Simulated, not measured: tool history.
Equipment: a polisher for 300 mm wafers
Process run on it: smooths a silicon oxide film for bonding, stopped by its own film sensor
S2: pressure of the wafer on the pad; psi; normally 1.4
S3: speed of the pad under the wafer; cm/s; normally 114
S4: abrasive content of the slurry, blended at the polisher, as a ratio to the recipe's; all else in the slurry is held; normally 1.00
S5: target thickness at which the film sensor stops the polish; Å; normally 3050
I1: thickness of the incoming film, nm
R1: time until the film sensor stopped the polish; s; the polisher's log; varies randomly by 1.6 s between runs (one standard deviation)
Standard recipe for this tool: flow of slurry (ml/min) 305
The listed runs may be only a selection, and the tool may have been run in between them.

{"run": 1, "hour": 0.0, "flow of slurry (ml/min)": 260, "S2": 1.4, "S3": 114, "S4": 1.0, "S5": 3050, "I1": 381.2, "R1": 118.3}
{"run": 2, "hour": 60.8, "flow of slurry (ml/min)": 260, "S2": 1.4, "S3": 114, "S4": 1.0, "S5": 3050, "I1": 383.2, "R1": 122.8}
{"run": 3, "hour": 159.9, "flow of slurry (ml/min)": 305, "S2": 1.4, "S3": 114, "S4": 1.0, "S5": 3050, "I1": 381.7, "R1": 129.8}
{"run": 4, "hour": 209.9, "flow of slurry (ml/min)": 305, "S2": 1.4, "S3": 114, "S4": 1.0, "S5": 3050, "I1": 377.0, "R1": 121.5}
{"run": 5, "hour": 300.1, "flow of slurry (ml/min)": 305, "S2": 1.4, "S3": 114, "S4": 1.0, "S5": 3050, "I1": 377.6, "R1": 122.2}
{"run": 6, "hour": 367.8, "flow of slurry (ml/min)": 305, "S2": 1.4, "S3": 114, "S4": 1.0, "S5": 3050, "I1": 376.2, "R1": 117.3}
{"run": 7, "hour": 404.7, "flow of slurry (ml/min)": 305, "S2": 1.4, "S3": 114, "S4": 1.0, "S5": 3050, "I1": 373.2, "R1": 113.3}
{"run": 8, "hour": 453.8, "flow of slurry (ml/min)": 305, "S2": 1.4, "S3": 114, "S4": 1.0, "S5": 3050, "I1": 381.8, "R1": 126.9}
{"run": 9, "hour": 528.2, "flow of slurry (ml/min)": 205, "S2": 1.4, "S3": 76, "S4": 0.9, "S5": 3050, "I1": 375.1, "R1": 178.8}
{"run": 10, "hour": 579.9, "flow of slurry (ml/min)": 305, "S2": 0.9, "S3": 114, "S4": 1.0, "S5": 3170, "I1": 379.6, "R1": 159.8}
{"run": 11, "hour": 645.8, "flow of slurry (ml/min)": 200, "S2": 1.4, "S3": 84, "S4": 1.25, "S5": 3290, "I1": 382.8, "R1": 103.7}
{"run": 12, "hour": 702.3, "flow of slurry (ml/min)": 305, "S2": 1.4, "S3": 114, "S4": 1.0, "S5": 2970, "I1": 383.1, "R1": 142.8}
{"run": 13, "hour": 776.4, "flow of slurry (ml/min)": 305, "S2": 1.2, "S3": 114, "S4": 1.0, "S5": 3130, "I1": 387.4, "R1": 139.5}
{"run": 14, "hour": 838.1, "flow of slurry (ml/min)": 305, "S2": 1.4, "S3": 114, "S4": 1.0, "S5": 3050, "I1": 378.6, "R1": 119.2}
{"run": 15, "hour": 892.4, "flow of slurry (ml/min)": 305, "S2": 1.4, "S3": 130, "S4": 1.1, "S5": 3050, "I1": 378.3, "R1": 101.3}
{"run": 16, "hour": 938.7, "flow of slurry (ml/min)": 305, "S2": 1.4, "S3": 114, "S4": 1.0, "S5": 3050, "I1": 381.5, "R1": 122.4}
{"run": 17, "hour": 1033.5, "flow of slurry (ml/min)": 335, "S2": 1.1, "S3": 114, "S4": 1.25, "S5": 3050, "I1": 377.1, "R1": 132.3}
{"run": 18, "hour": 1155.3, "flow of slurry (ml/min)": 355, "S2": 1.4, "S3": 140, "S4": 1.0, "S5": 3050, "I1": 388.3, "R1": 112.4}
{"run": 19, "hour": 1215.1, "flow of slurry (ml/min)": 240, "S2": 1.2, "S3": 132, "S4": 1.15, "S5": 3050, "I1": 382.5, "R1": 121.4}
{"run": 20, "hour": 1317.2, "flow of slurry (ml/min)": 375, "S2": 1.4, "S3": 78, "S4": 1.0, "S5": 3050, "I1": 381.7, "R1": 163.1}
{"run": 21, "hour": 1395.2, "flow of slurry (ml/min)": 200, "S2": 1.4, "S3": 88, "S4": 0.75, "S5": 3200, "I1": 375.1, "R1": 127.1}
{"run": 22, "hour": 1463.2, "flow of slurry (ml/min)": 305, "S2": 1.4, "S3": 84, "S4": 1.0, "S5": 3050, "I1": 378.4, "R1": 145.4}
{"run": 23, "hour": 1510.7, "flow of slurry (ml/min)": 305, "S2": 1.0, "S3": 132, "S4": 1.0, "S5": 3050, "I1": 383.3, "R1": 148.6}
{"run": 24, "hour": 1605.3, "flow of slurry (ml/min)": 275, "S2": 1.9, "S3": 114, "S4": 0.75, "S5": 3260, "I1": 382.6, "R1": 76.7}
{"run": 25, "hour": 1679.4, "flow of slurry (ml/min)": 210, "S2": 1.4, "S3": 114, "S4": 1.15, "S5": 3050, "I1": 380.7, "R1": 110.4}
{"run": 26, "hour": 1752.7, "flow of slurry (ml/min)": 305, "S2": 1.4, "S3": 114, "S4": 1.0, "S5": 3050, "I1": 380.7, "R1": 132.2}
{"run": 27, "hour": 1826.3, "flow of slurry (ml/min)": 305, "S2": 1.2, "S3": 114, "S4": 0.75, "S5": 3140, "I1": 386.9, "R1": 171.3}
{"run": 28, "hour": 1905.1, "flow of slurry (ml/min)": 380, "S2": 1.4, "S3": 114, "S4": 1.0, "S5": 3050, "I1": 384.1, "R1": 131.0}
{"run": 29, "hour": 2216.9, "flow of slurry (ml/min)": 305, "S2": 1.6, "S3": 114, "S4": 0.75, "S5": 2800, "I1": 376.0, "R1": 164.6}
{"run": 30, "hour": 2293.6, "flow of slurry (ml/min)": 305, "S2": 1.6, "S3": 114, "S4": 0.75, "S5": 3050, "I1": 378.8, "R1": 124.2}

Not shown: 11 entries that the log had between the listed runs. Between which runs, and how does the tool's hidden state differ before and after?
Between runs 2 and 3: head pressure recalibrated (hour 131.9)
  deviation of the head's pressure from its setpoint, %: 11.6 -> 1.1
  measured minus no-state result, R1: -14.2 -> -1.5 s
Between runs 5 and 6: slurry blender recalibrated (hour 314.7)
  deviation of the head's pressure from its setpoint, %: 2.25 -> 2.8
  measured minus no-state result, R1: -2.8 -> -3.3 s
Between runs 7 and 8: worn pad replaced by a new one (hour 421.3)
  deviation of the head's pressure from its setpoint, %: 3.1 -> 3.5
  measured minus no-state result, R1: -3.5 -> -4.4 s
Between runs 8 and 9: slurry nozzle cleaned (hour 477.2)
  deviation of the head's pressure from its setpoint, %: 3.5 -> 4.11
  measured minus no-state result, R1: -4.4 -> -7.4 s
Between runs 17 and 18: worn pad replaced by a new one (hour 1059.0); slurry blender recalibrated (hour 1071.4)
  deviation of the head's pressure from its setpoint, %: 8.25 -> 9.24
  measured minus no-state result, R1: -10.9 -> -10.4 s
Between runs 18 and 19: slurry nozzle cleaned (hour 1213.0)
  deviation of the head's pressure from its setpoint, %: 9.24 -> 9.73
  measured minus no-state result, R1: -10.4 -> -11.8 s
Between runs 24 and 25: worn pad replaced by a new one (hour 1678.9)
  deviation of the head's pressure from its setpoint, %: 12.9 -> 13.5
  measured minus no-state result, R1: -9.9 -> -15.0 s
Between runs 25 and 26: head pressure recalibrated (hour 1688.6)
  deviation of the head's pressure from its setpoint, %: 13.5 -> -0.236
  measured minus no-state result, R1: -15.0 -> +0.3 s
Between runs 26 and 27: slurry blender recalibrated (hour 1794.6)
  deviation of the head's pressure from its setpoint, %: -0.236 -> 0.366
  measured minus no-state result, R1: +0.3 -> -0.6 s
Between runs 28 and 29: slurry nozzle cleaned (hour 1929.2)
  deviation of the head's pressure from its setpoint, %: 1.01 -> 3.56
  measured minus no-state result, R1: -1.3 -> -5.8 s

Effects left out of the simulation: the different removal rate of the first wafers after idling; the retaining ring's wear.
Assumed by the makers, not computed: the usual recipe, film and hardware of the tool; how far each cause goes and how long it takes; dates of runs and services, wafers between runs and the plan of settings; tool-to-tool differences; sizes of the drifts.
